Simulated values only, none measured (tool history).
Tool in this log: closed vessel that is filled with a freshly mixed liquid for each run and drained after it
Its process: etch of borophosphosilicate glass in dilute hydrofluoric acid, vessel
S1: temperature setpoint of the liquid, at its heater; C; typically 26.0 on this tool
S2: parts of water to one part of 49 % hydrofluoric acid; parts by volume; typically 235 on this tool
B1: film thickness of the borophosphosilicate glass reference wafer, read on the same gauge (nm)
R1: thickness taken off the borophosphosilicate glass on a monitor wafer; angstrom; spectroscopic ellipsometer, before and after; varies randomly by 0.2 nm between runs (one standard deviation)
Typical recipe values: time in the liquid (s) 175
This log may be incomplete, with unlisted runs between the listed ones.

run 1 hour=0.0 | S1=26.0 S2=235 time_in_the_liquid_(s)=175 | B1=76.13 | R1=332.3
run 2 hour=51.7 | S1=26.0 S2=235 time_in_the_liquid_(s)=175 | B1=75.82 | R1=329.6
run 3 hour=95.5 | S1=26.0 S2=185 time_in_the_liquid_(s)=175 | B1=75.57 | R1=437.2
run 4 hour=147.1 | S1=26.0 S2=185 time_in_the_liquid_(s)=175 | B1=75.31 | R1=441.1
-- hour=149.4 gauge calibrated
run 5 hour=187.1 | S1=26.0 S2=185 time_in_the_liquid_(s)=175 | B1=79.97 | R1=467.1
run 6 hour=259.2 | S1=26.0 S2=235 time_in_the_liquid_(s)=135 | B1=79.90 | R1=269.2
run 7 hour=312.8 | S1=26.0 S2=235 time_in_the_liquid_(s)=135 | B1=79.89 | R1=268.2
run 8 hour=403.1 | S1=26.0 S2=235 time_in_the_liquid_(s)=135 | B1=79.76 | R1=266.3
run 9 hour=447.6 | S1=26.0 S2=235 time_in_the_liquid_(s)=175 | B1=79.71 | R1=347.6
run 10 hour=521.1 | S1=26.0 S2=235 time_in_the_liquid_(s)=175 | B1=79.58 | R1=345.4
run 11 hour=589.0 | S1=26.0 S2=235 time_in_the_liquid_(s)=175 | B1=79.46 | R1=345.1
run 12 hour=645.3 | S1=26.0 S2=235 time_in_the_liquid_(s)=175 | B1=79.30 | R1=346.1
run 13 hour=705.5 | S1=29.5 S2=235 time_in_the_liquid_(s)=230 | B1=79.11 | R1=515.3
run 14 hour=812.9 | S1=26.0 S2=235 time_in_the_liquid_(s)=175 | B1=78.77 | R1=343.2
-- hour=848.7 thermometer replaced
run 15 hour=883.0 | S1=22.0 S2=200 time_in_the_liquid_(s)=175 | B1=78.49 | R1=359.2
run 16 hour=970.0 | S1=26.0 S2=295 time_in_the_liquid_(s)=145 | B1=78.12 | R1=210.9
run 17 hour=1065.9 | S1=26.0 S2=235 time_in_the_liquid_(s)=175 | B1=77.71 | R1=336.7
run 18 hour=1172.0 | S1=23.5 S2=285 time_in_the_liquid_(s)=230 | B1=77.08 | R1=314.5
-- hour=1202.3 hydrofluoric acid flow meter replaced
run 19 hour=1261.6 | S1=26.0 S2=235 time_in_the_liquid_(s)=175 | B1=76.62 | R1=330.3
run 20 hour=1368.2 | S1=26.0 S2=235 time_in_the_liquid_(s)=175 | B1=75.93 | R1=334.4
-- hour=1381.7 gauge calibrated
run 21 hour=1455.3 | S1=28.0 S2=265 time_in_the_liquid_(s)=260 | B1=80.07 | R1=468.7
run 22 hour=1546.0 | S1=26.0 S2=235 time_in_the_liquid_(s)=175 | B1=79.97 | R1=346.9
run 23 hour=1647.0 | S1=30.5 S2=145 time_in_the_liquid_(s)=105 | B1=79.82 | R1=446.0
run 24 hour=1745.7 | S1=21.0 S2=235 time_in_the_liquid_(s)=175 | B1=79.68 | R1=288.0

Run-by-run hidden state of the tool:
liquid colder than its thermometer reads (K): 0 in every run
hydrofluoric acid flow above the setpoint (%): 0 in every run
H1: gauge reads high (%)
run=1 H1=-4.82
run=2 H1=-5.18
run=3 H1=-5.5
run=4 H1=-5.9
run=5 H1=-0.0642
run=6 H1=-0.1
run=7 H1=-0.15
run=8 H1=-0.277
run=9 H1=-0.36
run=10 H1=-0.526
run=11 H1=-0.712
run=12 H1=-0.89
run=13 H1=-1.1
run=14 H1=-1.55
run=15 H1=-1.88
run=16 H1=-2.33
run=17 H1=-2.9
run=18 H1=-3.59
run=19 H1=-4.24
run=20 H1=-5.07
run=21 H1=0.0405
run=22 H1=-0.0324
run=23 H1=-0.179
run=24 H1=-0.389
